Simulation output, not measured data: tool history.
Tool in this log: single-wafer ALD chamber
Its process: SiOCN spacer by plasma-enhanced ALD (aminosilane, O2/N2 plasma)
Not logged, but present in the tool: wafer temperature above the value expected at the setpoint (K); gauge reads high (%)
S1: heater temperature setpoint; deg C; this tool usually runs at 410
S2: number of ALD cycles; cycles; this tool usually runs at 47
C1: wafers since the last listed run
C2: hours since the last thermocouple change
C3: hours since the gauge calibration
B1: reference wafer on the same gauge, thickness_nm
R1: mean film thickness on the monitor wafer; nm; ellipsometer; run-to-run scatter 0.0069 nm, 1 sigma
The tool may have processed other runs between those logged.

run,hour,S1,S2,C1,C2,C3,B1,R1
1,0.0,410,47,0,2844.0,354.7,2.545,2.806
2,9.9,410,50,72,2853.9,364.6,2.546,2.983
3,19.4,410,50,69,2863.4,374.1,2.546,2.973
4,31.4,410,50,87,2875.4,386.1,2.545,2.979
# hour 39.9: gauge calibrated
5,83.0,410,47,377,2927.0,43.1,2.514,2.759
6,91.4,410,47,61,2935.4,51.5,2.514,2.760
7,107.4,410,47,116,2951.4,67.5,2.516,2.766
8,121.2,410,47,100,2965.2,81.3,2.518,2.769
9,128.3,410,47,51,2972.3,88.4,2.518,2.778
10,137.4,410,47,66,2981.4,97.5,2.519,2.778
11,146.8,410,47,68,2990.8,106.9,2.522,2.757
12,157.6,410,47,78,3001.6,117.7,2.521,2.774
13,166.0,414,50,61,3010.0,126.1,2.523,2.912
14,177.0,414,50,80,3021.0,137.1,2.523,2.908
15,191.4,413,47,105,3035.4,151.5,2.527,2.753
16,197.9,413,47,47,3041.9,158.0,2.526,2.740
17,214.9,413,47,124,3058.9,175.0,2.528,2.749
18,230.2,405,47,111,3074.2,190.3,2.532,2.825
19,238.3,405,47,59,3082.3,198.4,2.531,2.834
20,248.6,410,47,75,3092.6,208.7,2.531,2.776
21,259.0,410,47,75,3103.0,219.1,2.533,2.786
# hour 309.0: thermocouple changed; heater temperature recalibrated
22,310.5,410,47,317,1.5,270.6,2.536,2.792
23,326.9,410,47,119,17.9,287.0,2.539,2.804
24,333.2,396,44,46,24.2,293.3,2.540,2.709
25,344.5,410,39,82,35.5,304.6,2.540,2.315
26,356.7,410,53,89,47.7,316.8,2.543,3.157
# hour 365.5: gauge calibrated
27,371.2,410,47,105,62.2,5.7,2.507,2.758
28,378.1,424,56,50,69.1,12.6,2.508,3.135
29,386.1,415,41,58,77.1,20.6,2.509,2.367
30,429.5,404,42,317,120.5,64.0,2.513,2.520
31,440.3,410,47,78,131.3,74.8,2.513,2.763
32,450.5,415,39,74,141.5,85.0,2.516,2.254
33,492.9,415,51,309,183.9,127.4,2.517,2.968
34,509.5,410,47,121,200.5,144.0,2.519,2.781
35,527.0,398,47,127,218.0,161.5,2.522,2.860
36,539.0,424,41,87,230.0,173.5,2.522,2.301
37,551.9,410,47,94,242.9,186.4,2.525,2.764
38,563.0,418,42,81,254.0,197.5,2.527,2.412
39,580.2,410,47,125,271.2,214.7,2.528,2.767
40,595.2,410,55,109,286.2,229.7,2.530,3.261
41,602.6,420,40,54,293.6,237.1,2.531,2.287
42,614.7,396,40,88,305.7,249.2,2.532,2.445
43,630.7,424,41,116,321.7,265.2,2.534,2.310
44,639.2,417,43,62,330.2,273.7,2.537,2.486
45,646.6,410,47,54,337.6,281.1,2.536,2.789
46,662.4,415,50,115,353.4,296.9,2.536,2.921
47,671.8,396,47,68,362.8,306.3,2.538,2.878

What differs in the tool's unlogged condition from the final listed run ahead of each entry between runs to the first listed run following it?
Runs 4 to 5: gauge calibrated (hour 39.9)
  gauge reads high (%): 1.48 -> 0.19
  measured value less the no-hidden-state value, R1: +0.044 -> +0.005 nm
Runs 21 to 22: thermocouple changed; heater temperature recalibrated (hour 309.0)
  gauge reads high (%): 0.894 -> 1.1
  measured value less the no-hidden-state value, R1: +0.024 -> +0.031 nm
Runs 26 to 27: gauge calibrated (hour 365.5)
  gauge reads high (%): 1.28 -> -0.126
  measured value less the no-hidden-state value, R1: +0.040 -> -0.004 nm

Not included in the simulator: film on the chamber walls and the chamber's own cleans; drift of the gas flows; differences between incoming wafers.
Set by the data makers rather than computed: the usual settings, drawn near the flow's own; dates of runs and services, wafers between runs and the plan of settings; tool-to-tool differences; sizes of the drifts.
